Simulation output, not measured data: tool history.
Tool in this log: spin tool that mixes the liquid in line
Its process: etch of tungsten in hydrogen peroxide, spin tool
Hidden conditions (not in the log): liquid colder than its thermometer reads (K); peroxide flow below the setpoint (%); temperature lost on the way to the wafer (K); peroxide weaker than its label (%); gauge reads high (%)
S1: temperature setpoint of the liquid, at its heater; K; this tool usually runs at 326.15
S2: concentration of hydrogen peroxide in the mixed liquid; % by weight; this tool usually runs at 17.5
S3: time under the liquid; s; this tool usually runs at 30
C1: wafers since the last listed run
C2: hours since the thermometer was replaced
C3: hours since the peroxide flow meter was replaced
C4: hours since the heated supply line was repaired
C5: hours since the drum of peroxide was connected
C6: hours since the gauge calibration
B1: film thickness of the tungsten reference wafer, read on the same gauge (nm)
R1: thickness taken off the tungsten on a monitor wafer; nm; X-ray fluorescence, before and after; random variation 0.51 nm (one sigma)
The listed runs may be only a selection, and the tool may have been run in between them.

run 1 day=0 | S1=326.15 S2=20.5 S3=30 | C1=0 C2=2777.9 C3=475.3 C4=954.3 C5=1415.6 C6=381.8 | B1=150 | R1=71.85
-- day=0.142 gauge calibrated
run 2 day=0.525 | S1=326.15 S2=20.5 S3=30 | C1=186 C2=2790.5 C3=487.9 C4=966.9 C5=1428.2 C6=9.2 | B1=149.98 | R1=71.81
run 3 day=1.433 | S1=326.15 S2=17.5 S3=30 | C1=322 C2=2812.3 C3=509.7 C4=988.7 C5=1450 C6=31 | B1=150.01 | R1=65.82
-- day=1.858 new drum of peroxide connected
run 4 day=2.654 | S1=326.15 S2=17.5 S3=30 | C1=418 C2=2841.6 C3=539 C4=1018 C5=19.1 C6=60.3 | B1=150.02 | R1=65.71
run 5 day=3.4 | S1=326.15 S2=17.5 S3=30 | C1=264 C2=2859.5 C3=556.9 C4=1035.9 C5=37 C6=78.2 | B1=150 | R1=65.74
-- day=4.479 heated supply line repaired
run 6 day=4.5 | S1=322.15 S2=17.5 S3=30 | C1=375 C2=2885.9 C3=583.3 C4=0.5 C5=63.4 C6=104.6 | B1=150.01 | R1=51.04
run 7 day=5.488 | S1=322.15 S2=17.5 S3=30 | C1=350 C2=2909.6 C3=607 C4=24.2 C5=87.1 C6=128.3 | B1=150.01 | R1=51.41
run 8 day=6.983 | S1=322.15 S2=17.5 S3=30 | C1=530 C2=2945.5 C3=642.9 C4=60.1 C5=123 C6=164.2 | B1=149.99 | R1=51.07
run 9 day=7.592 | S1=326.15 S2=15.5 S3=30 | C1=215 C2=2960.1 C3=657.5 C4=74.7 C5=137.6 C6=178.8 | B1=149.99 | R1=61.52
run 10 day=8.971 | S1=331.15 S2=17.5 S3=45 | C1=489 C2=2993.2 C3=690.6 C4=107.8 C5=170.7 C6=211.9 | B1=150 | R1=132.66
-- day=9.154 peroxide flow meter replaced
run 11 day=9.958 | S1=322.15 S2=17.5 S3=30 | C1=335 C2=3016.9 C3=19.3 C4=131.5 C5=194.4 C6=235.6 | B1=150.01 | R1=49.28
run 12 day=11.408 | S1=326.15 S2=17.5 S3=30 | C1=514 C2=3051.7 C3=54.1 C4=166.3 C5=229.2 C6=270.4 | B1=149.99 | R1=62.76
run 13 day=12.321 | S1=326.15 S2=17.5 S3=30 | C1=323 C2=3073.6 C3=76 C4=188.2 C5=251.1 C6=292.3 | B1=150 | R1=63.21
run 14 day=13.683 | S1=334.65 S2=13.5 S3=40 | C1=483 C2=3106.3 C3=108.7 C4=220.9 C5=283.8 C6=325 | B1=149.99 | R1=121.67
run 15 day=14.467 | S1=320.65 S2=15 S3=20 | C1=277 C2=3125.1 C3=127.5 C4=239.7 C5=302.6 C6=343.8 | B1=150.01 | R1=27.88
run 16 day=14.971 | S1=326.15 S2=17.5 S3=30 | C1=178 C2=3137.2 C3=139.6 C4=251.8 C5=314.7 C6=355.9 | B1=150 | R1=63.02
-- day=16.062 thermometer replaced
-- day=16.075 peroxide flow meter replaced, repeated, since the last time left the tool worse
run 17 day=16.267 | S1=319.15 S2=22 S3=15 | C1=439 C2=4.9 C3=4.6 C4=282.9 C5=345.8 C6=387 | B1=150 | R1=24.32
-- day=16.521 gauge calibrated
run 18 day=17.138 | S1=318.65 S2=17.5 S3=20 | C1=308 C2=25.8 C3=25.5 C4=303.8 C5=366.7 C6=14.8 | B1=150 | R1=28.72
run 19 day=17.667 | S1=320.65 S2=21.5 S3=35 | C1=187 C2=38.5 C3=38.2 C4=316.5 C5=379.4 C6=27.5 | B1=150.02 | R1=62.1
run 20 day=18.912 | S1=326.15 S2=15 S3=40 | C1=441 C2=68.4 C3=68.1 C4=346.4 C5=409.3 C6=57.4 | B1=149.99 | R1=82.93
run 21 day=20.138 | S1=335.65 S2=17.5 S3=25 | C1=434 C2=97.8 C3=97.5 C4=375.8 C5=438.7 C6=86.8 | B1=149.99 | R1=96.72
run 22 day=21.608 | S1=331.65 S2=17.5 S3=30 | C1=521 C2=133.1 C3=132.8 C4=411.1 C5=474 C6=122.1 | B1=149.99 | R1=92.55
run 23 day=22.296 | S1=326.15 S2=17.5 S3=30 | C1=243 C2=149.6 C3=149.3 C4=427.6 C5=490.5 C6=138.6 | B1=149.99 | R1=67.59
run 24 day=23.667 | S1=319.65 S2=20 S3=45 | C1=486 C2=182.5 C3=182.2 C4=460.5 C5=523.4 C6=171.5 | B1=150 | R1=70.94
run 25 day=24.921 | S1=329.65 S2=13 S3=30 | C1=444 C2=212.6 C3=212.3 C4=490.6 C5=553.5 C6=201.6 | B1=149.98 | R1=70.89
run 26 day=25.467 | S1=326.15 S2=17.5 S3=30 | C1=193 C2=225.7 C3=225.4 C4=503.7 C5=566.6 C6=214.7 | B1=150 | R1=66.62

Here are 4 independent what-if runs from the current tool condition. What would each one return?
run A day=25.483 | S1=326.15 S2=17.5 S3=20 | C1=5 C2=226.1 C3=225.8 C4=504.1 C5=567 C6=215.1 | B1=? | R1=?
run B day=25.483 | S1=326.15 S2=17.5 S3=40 | C1=5 C2=226.1 C3=225.8 C4=504.1 C5=567 C6=215.1 | B1=? | R1=?
run C day=25.483 | S1=316.15 S2=22 S3=45 | C1=5 C2=226.1 C3=225.8 C4=504.1 C5=567 C6=215.1 | B1=? | R1=?
run D day=25.483 | S1=321.65 S2=17.5 S3=30 | C1=5 C2=226.1 C3=225.8 C4=504.1 C5=567 C6=215.1 | B1=? | R1=?

run=A B1=149.99 R1=44.6
run=B B1=149.99 R1=89.2
run=C B1=149.99 R1=60.59
run=D B1=149.99 R1=50.88
Stripped of hidden state, with their random variation kept, the same runs would have yielded:
run=A R1=45.16
run=B R1=90.32
run=C R1=61.35
run=D R1=51.52

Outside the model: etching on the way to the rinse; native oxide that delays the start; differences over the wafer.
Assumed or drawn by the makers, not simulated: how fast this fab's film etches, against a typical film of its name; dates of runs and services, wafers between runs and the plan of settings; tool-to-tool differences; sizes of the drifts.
